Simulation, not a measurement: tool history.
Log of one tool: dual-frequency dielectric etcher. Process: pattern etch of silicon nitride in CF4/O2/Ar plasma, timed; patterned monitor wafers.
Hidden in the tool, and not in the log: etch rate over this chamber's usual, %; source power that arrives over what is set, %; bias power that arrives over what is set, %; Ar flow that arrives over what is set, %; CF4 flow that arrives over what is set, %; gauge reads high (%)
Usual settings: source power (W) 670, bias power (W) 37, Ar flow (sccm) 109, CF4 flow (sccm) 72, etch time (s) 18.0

run   hour  source power (W)  bias power (W)  Ar flow (sccm)  CF4 flow (sccm)  etch time (s)  wafers since the last listed run  hours since the last wet clean  hours since the last source power generator calibration  hours since the last bias power generator calibration  hours since the last Ar flow controller change  hours since the last CF4 flow controller change  hours since the last upper electrode change  hours since the gauge calibration  read-back reference wafer on the same gauge, depth_nm  mean etch depth across the wafer (angstrom)
  1    0.0               560              37             109               72           18.0                                 0                           331.4                                                   3115.7                                                 3598.5                                          3359.9                                           4889.5                                       4693.6                                7.4                                                  30.51                                        310.8
  2    6.4               670              37             109               58           18.0                                55                           337.8                                                   3122.1                                                 3604.9                                          3366.3                                           4895.9                                       4700.0                               13.8                                                  30.50                                        338.1
  3   17.0               670              37             109               58           18.0                                91                           348.4                                                   3132.7                                                 3615.5                                          3376.9                                           4906.5                                       4710.6                               24.4                                                  30.50                                        336.6
  4   29.3               670              37             109               58           18.0                               105                           360.7                                                   3145.0                                                 3627.8                                          3389.2                                           4918.8                                       4722.9                               36.7                                                  30.48                                        335.8
  5   40.2               670              37             109               72           18.0                                93                           371.6                                                   3155.9                                                 3638.7                                          3400.1                                           4929.7                                       4733.8                               47.6                                                  30.51                                        352.6
  6   55.6               670              37             109               72           18.0                               132                           387.0                                                   3171.3                                                 3654.1                                          3415.5                                           4945.1                                       4749.2                               63.0                                                  30.51                                        354.6
  7   73.3               670              37             109               72           18.0                               152                           404.7                                                   3189.0                                                 3671.8                                          3433.2                                           4962.8                                       4766.9                               80.7                                                  30.50                                        354.4
      86.9  -- source power generator calibrated
  8   87.4               670              37             109               72           18.0                                86                           418.8                                                      0.5                                                 3685.9                                          3447.3                                           4976.9                                       4781.0                               94.8                                                  30.50                                        355.2
     101.1  -- CF4 flow controller replaced
     110.0  -- bias power generator calibrated
     113.8  -- upper electrode replaced
  9  114.3               670              37             109               72           18.0                               112                           445.7                                                     27.4                                                    4.3                                          3474.2                                             13.2                                          0.5                              121.7                                                  30.49                                        355.3
 10  114.7               670              37             109               68           18.0                                 3                           446.1                                                     27.8                                                    4.7                                          3474.6                                             13.6                                          0.9                              122.1                                                  30.50                                        351.8
 11  117.4               570              37             109               72           18.0                                23                           448.8                                                     30.5                                                    7.4                                          3477.3                                             16.3                                          3.6                              124.8                                                  30.49                                        318.7
 12  127.7               670              37             109               72           18.0                                88                           459.1                                                     40.8                                                   17.7                                          3487.6                                             26.6                                         13.9                              135.1                                                  30.51                                        356.5
     149.6  -- Ar flow controller replaced
 13  150.1               670              37             109               72           18.0                               141                           481.5                                                     63.2                                                   40.1                                             0.5                                             49.0                                         36.3                              157.5                                                  30.49                                        355.2
 14  159.0               720              37             109               81           18.0                                76                           490.4                                                     72.1                                                   49.0                                             9.4                                             57.9                                         45.2                              166.4                                                  30.49                                        385.1
     185.8  -- gauge calibrated
     186.1  -- wet clean of the chamber
 15  186.6               670              37             109               68           18.0                                30                             0.5                                                     99.7                                                   76.6                                            37.0                                             85.5                                         72.8                                0.8                                                  30.49                                        338.2
 16  187.9               670              37             109               72           18.0                                11                             1.8                                                    101.0                                                   77.9                                            38.3                                             86.8                                         74.1                                2.1                                                  30.51                                        341.2
 17  201.8               530              42              88               72           22.0                               119                            15.7                                                    114.9                                                   91.8                                            52.2                                            100.7                                         88.0                               16.0                                                  30.51                                        383.9
 18  212.7               750              37             126               59           18.0                                93                            26.6                                                    125.8                                                  102.7                                            63.1                                            111.6                                         98.9                               26.9                                                  30.48                                        345.0
 19  219.7               530              37             120               72           18.0                                60                            33.6                                                    132.8                                                  109.7                                            70.1                                            118.6                                        105.9                               33.9                                                  30.51                                        284.8
 20  230.2               530              37             109               72           18.0                                90                            44.1                                                    143.3                                                  120.2                                            80.6                                            129.1                                        116.4                               44.4                                                  30.52                                        291.9
 21  236.9               770              40              91               72           14.5                                57                            50.8                                                    150.0                                                  126.9                                            87.3                                            135.8                                        123.1                               51.1                                                  30.51                                        324.7
 22  253.3               670              37              82               72           18.0                               141                            67.2                                                    166.4                                                  143.3                                           103.7                                            152.2                                        139.5                               67.5                                                  30.49                                        365.2

3 ways to go on from here, each from the tool as it stands after run 22. What would each give?
  A  253.7               670              37              97               72           18.0                                 3                            67.6                                                    166.8                                                  143.7                                           104.1                                            152.6                                        139.9                               67.9                                                      ?                                            ?
  B  253.7               750              33              92               72           18.0                                 3                            67.6                                                    166.8                                                  143.7                                           104.1                                            152.6                                        139.9                               67.9                                                      ?                                            ?
  C  253.7               620              37             109               72           19.5                                 3                            67.6                                                    166.8                                                  143.7                                           104.1                                            152.6                                        139.9                               67.9                                                      ?                                            ?

run  read-back reference wafer on the same gauge, depth_nm  mean etch depth across the wafer (angstrom)
  A                                                  30.49                                        351.9
  B                                                  30.49                                        375.6
  C                                                  30.49                                        352.0
Without the tool's hidden state the same runs would have given:
run  mean etch depth across the wafer (angstrom)
  A                                        352.2
  B                                        376.0
  C                                        352.3
